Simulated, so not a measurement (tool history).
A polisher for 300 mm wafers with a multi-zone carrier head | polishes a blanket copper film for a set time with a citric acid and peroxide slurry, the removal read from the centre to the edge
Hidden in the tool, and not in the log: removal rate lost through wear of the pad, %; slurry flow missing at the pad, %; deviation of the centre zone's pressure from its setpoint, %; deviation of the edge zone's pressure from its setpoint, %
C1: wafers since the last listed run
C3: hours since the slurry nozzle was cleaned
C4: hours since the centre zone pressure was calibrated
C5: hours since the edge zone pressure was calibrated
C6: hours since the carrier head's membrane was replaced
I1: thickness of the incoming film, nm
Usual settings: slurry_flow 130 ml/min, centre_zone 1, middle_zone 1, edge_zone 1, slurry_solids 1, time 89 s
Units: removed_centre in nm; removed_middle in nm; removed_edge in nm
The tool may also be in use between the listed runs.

Run 1, day 0: usual settings; C1 0; wafers polished on this pad 657; C3 402.9; C4 707; C5 142.7; C6 531.5; I1 1228.9. Result: removed_centre 221.5 nm, removed_middle 226.7 nm, removed_edge 224.9 nm.
Run 2, day 1.15: usual settings; C1 269; wafers polished on this pad 926; C3 430.5; C4 734.6; C5 170.3; C6 559.1; I1 1200.4. Result: removed_centre 227.5 nm, removed_middle 229.6 nm, removed_edge 226.7 nm.
Run 3, day 2.804: usual settings; C1 387; wafers polished on this pad 1314; C3 470.2; C4 774.3; C5 210; C6 598.8; I1 1200.9. Result: removed_centre 223.8 nm, removed_middle 225 nm, removed_edge 230.6 nm.
Run 4, day 5.079: usual settings; C1 533; wafers polished on this pad 1848; C3 524.8; C4 828.9; C5 264.6; C6 653.4; I1 1206.1. Result: removed_centre 223.8 nm, removed_middle 227.3 nm, removed_edge 233 nm.
At day 6.904: worn pad replaced by a new one.
Run 5, day 7.767: usual settings but centre_zone 0.95; C1 591; wafers polished on this pad 201; C3 589.3; C4 893.4; C5 329.1; C6 717.9; I1 1197.1. Result: removed_centre 215.7 nm, removed_middle 219.9 nm, removed_edge 228.4 nm.
At day 10.588: slurry nozzle cleaned.
Run 6, day 10.746: usual settings but centre_zone 0.95; C1 688; wafers polished on this pad 890; C3 3.8; C4 964.9; C5 400.6; C6 789.4; I1 1205.8. Result: removed_centre 218.4 nm, removed_middle 227.5 nm, removed_edge 231.7 nm.
Run 7, day 12.242: usual settings but centre_zone 0.95; C1 350; wafers polished on this pad 1241; C3 39.7; C4 1000.8; C5 436.5; C6 825.3; I1 1216. Result: removed_centre 218.5 nm, removed_middle 233.1 nm, removed_edge 235 nm.
Run 8, day 14.433: usual settings but edge_zone 0.9; C1 513; wafers polished on this pad 1755; C3 92.3; C4 1053.4; C5 489.1; C6 877.9; I1 1237.9. Result: removed_centre 226.2 nm, removed_middle 234.3 nm, removed_edge 220.4 nm.
At day 15.342: edge zone pressure recalibrated.
Run 9, day 17.254: usual settings but edge_zone 0.9; C1 641; wafers polished on this pad 2397; C3 160; C4 1121.1; C5 45.9; C6 945.6; I1 1227.2. Result: removed_centre 226.8 nm, removed_middle 227.5 nm, removed_edge 213.5 nm.
At day 17.579: worn pad replaced by a new one.
Run 10, day 20.083: usual settings but middle_zone 0.93; C1 624; wafers polished on this pad 586; C3 227.9; C4 1189; C5 113.8; C6 1013.5; I1 1223.6. Result: removed_centre 225.7 nm, removed_middle 217 nm, removed_edge 230.2 nm.
Run 11, day 21.729: usual settings but slurry_flow 150 ml/min, middle_zone 0.97; C1 385; wafers polished on this pad 972; C3 267.4; C4 1228.5; C5 153.3; C6 1053; I1 1210.4. Result: removed_centre 232.4 nm, removed_middle 230.9 nm, removed_edge 234.1 nm.
Run 12, day 23.254: usual settings but centre_zone 0.96, middle_zone 1.12; C1 357; wafers polished on this pad 1330; C3 304; C4 1265.1; C5 189.9; C6 1089.6; I1 1234.9. Result: removed_centre 216.2 nm, removed_middle 245.9 nm, removed_edge 229.5 nm.
At day 23.558: centre zone pressure recalibrated.
Run 13, day 25.496: usual settings but slurry_flow 120 ml/min, centre_zone 0.94, middle_zone 1.08, slurry_solids 1.2; C1 506; wafers polished on this pad 1836; C3 357.8; C4 46.5; C5 243.7; C6 1143.4; I1 1206.9. Result: removed_centre 213.9 nm, removed_middle 243.2 nm, removed_edge 233.1 nm.
At day 27.992: worn pad replaced by a new one.
Run 14, day 28.983: usual settings but centre_zone 0.93, middle_zone 0.92, edge_zone 0.94, time 115 s; C1 778; wafers polished on this pad 232; C3 441.5; C4 130.2; C5 327.4; C6 1227.1; I1 1207.3. Result: removed_centre 268.6 nm, removed_middle 270 nm, removed_edge 283.6 nm.
Run 15, day 30.042: usual settings but slurry_flow 115 ml/min; C1 248; wafers polished on this pad 480; C3 466.9; C4 155.6; C5 352.8; C6 1252.5; I1 1235.8. Result: removed_centre 214 nm, removed_middle 214.6 nm, removed_edge 223 nm.
Run 16, day 31.433: usual settings but centre_zone 1.12, time 111 s; C1 326; wafers polished on this pad 807; C3 500.3; C4 189; C5 386.2; C6 1285.9; I1 1223.3. Result: removed_centre 315.6 nm, removed_middle 281.4 nm, removed_edge 284.7 nm.
At day 32.971: carrier head's membrane replaced by a new one.
Run 17, day 34: usual settings but edge_zone 0.9; C1 552; wafers polished on this pad 1360; C3 561.9; C4 250.6; C5 447.8; C6 24.7; I1 1199.5. Result: removed_centre 224.6 nm, removed_middle 225.8 nm, removed_edge 213.8 nm.
Run 18, day 35.267: usual settings but centre_zone 1.12, time 111 s; C1 297; wafers polished on this pad 1657; C3 592.3; C4 281; C5 478.2; C6 55.1; I1 1226.4. Result: removed_centre 312.8 nm, removed_middle 278.8 nm, removed_edge 285 nm.

Forecast run 19:
At day 35.871: edge zone pressure recalibrated.
At day 35.896: slurry nozzle cleaned.
At day 36.688: worn pad replaced by a new one.
Run 19, day 37.562: usual settings but middle_zone 0.95; C1 473; wafers polished on this pad 205; C3 40; C4 336.1; C5 40.6; C6 110.2; I1 1224.9. Result: removed_centre ?, removed_middle ?, removed_edge ?.

Run 19 gave removed_centre 228.1 nm, removed_middle 219.9 nm, removed_edge 236.5 nm.
Without the tool's hidden state the same run would have given removed_centre 229.6 nm, removed_middle 221.2 nm, removed_edge 237.5 nm.
